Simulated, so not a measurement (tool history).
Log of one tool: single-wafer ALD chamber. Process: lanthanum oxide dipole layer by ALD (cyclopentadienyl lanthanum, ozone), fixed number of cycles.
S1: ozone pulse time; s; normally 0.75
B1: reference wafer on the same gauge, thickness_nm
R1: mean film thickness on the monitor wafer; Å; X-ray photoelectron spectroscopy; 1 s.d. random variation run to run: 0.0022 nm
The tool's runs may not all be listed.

Run 1, hour 0: usual settings but S1 0.93 s; B1 0.424. Result: R1 4.28 Å.
Run 2, hour 16.7: usual settings; B1 0.424. Result: R1 3.94 Å.
Run 3, hour 48.2: usual settings; B1 0.424. Result: R1 3.91 Å.
Run 4, hour 75.3: usual settings; B1 0.425. Result: R1 3.95 Å.
Run 5, hour 107.3: usual settings but S1 0.63 s; B1 0.424. Result: R1 3.61 Å.
Run 6, hour 188.4: usual settings but S1 0.63 s; B1 0.424. Result: R1 3.62 Å.
Run 7, hour 213.3: usual settings but S1 0.63 s; B1 0.424. Result: R1 3.61 Å.
At hour 230.5: ozone generator serviced.
Run 8, hour 245.9: usual settings; B1 0.424. Result: R1 4.11 Å.
Run 9, hour 280.6: usual settings; B1 0.424. Result: R1 4.06 Å.
Run 10, hour 302.8: usual settings; B1 0.424. Result: R1 4.04 Å.
Run 11, hour 319.9: usual settings; B1 0.424. Result: R1 4.08 Å.
Run 12, hour 350.6: usual settings but S1 0.9 s; B1 0.424. Result: R1 4.31 Å.
Run 13, hour 365.5: usual settings but S1 0.9 s; B1 0.424. Result: R1 4.36 Å.
Run 14, hour 398.9: usual settings but S1 0.58 s; B1 0.424. Result: R1 3.56 Å.
Run 15, hour 415.1: usual settings; B1 0.424. Result: R1 4.03 Å.
Run 16, hour 442.2: usual settings but S1 0.93 s; B1 0.424. Result: R1 4.33 Å.
Run 17, hour 469.7: usual settings but S1 0.66 s; B1 0.424. Result: R1 3.76 Å.
Run 18, hour 493: usual settings but S1 0.56 s; B1 0.424. Result: R1 3.47 Å.
At hour 524.3: showerhead replaced.
Run 19, hour 524.8: usual settings; B1 0.424. Result: R1 3.98 Å.
Run 20, hour 555.5: usual settings but S1 0.86 s; B1 0.424. Result: R1 4.17 Å.
At hour 566.9: thermocouple changed; heater temperature recalibrated.
Run 21, hour 584.4: usual settings; B1 0.424. Result: R1 3.95 Å.
Run 22, hour 607.4: usual settings; B1 0.424. Result: R1 3.93 Å.
Run 23, hour 621.5: usual settings but S1 0.83 s; B1 0.424. Result: R1 4.12 Å.
At hour 630: gauge calibrated.
Run 24, hour 648.1: usual settings but S1 0.88 s; B1 0.424. Result: R1 4.19 Å.
Run 25, hour 668.8: usual settings but S1 0.94 s; B1 0.424. Result: R1 4.36 Å.
Run 26, hour 692.4: usual settings; B1 0.424. Result: R1 3.91 Å.
Run 27, hour 725.5: usual settings; B1 0.424. Result: R1 3.9 Å.
Run 28, hour 753.3: usual settings but S1 0.85 s; B1 0.424. Result: R1 4.15 Å.
Run 29, hour 777.3: usual settings but S1 0.64 s; B1 0.424. Result: R1 3.68 Å.
Run 30, hour 799.1: usual settings but S1 0.62 s; B1 0.423. Result: R1 3.58 Å.
Run 31, hour 825.1: usual settings but S1 0.99 s; B1 0.424. Result: R1 4.36 Å.
At hour 842.5: ozone generator serviced.
Run 32, hour 918.5: usual settings but S1 0.5 s; B1 0.424. Result: R1 3.38 Å.
Run 33, hour 938: usual settings; B1 0.424. Result: R1 4.06 Å.
Run 34, hour 960.7: usual settings but S1 1.03 s; B1 0.424. Result: R1 4.54 Å.

Exercise: give the hidden state of the tool at every run:
wafer temperature above the value expected at the setpoint (K): 0 across all the runs
gauge reads high (%): 0 across all the runs
H1: ozone dose above that of a generator just serviced (%)
run     H1
  1  -10.3
  2  -10.5
  3  -10.7
  4  -10.9
  5  -11.1
  6  -11.6
  7  -11.7
  8  -1.32
  9  -2.84
 10  -3.71
 11  -4.32
 12  -5.31
 13  -5.74
 14  -6.63
 15  -7.01
 16   -7.6
 17  -8.13
 18  -8.53
 19  -9.02
 20  -9.43
 21  -9.77
 22    -10
 23  -10.2
 24  -10.4
 25  -10.6
 26  -10.7
 27  -10.9
 28  -11.1
 29  -11.2
 30  -11.3
 31  -11.4
 32  -3.68
 33  -4.36
 34  -5.09
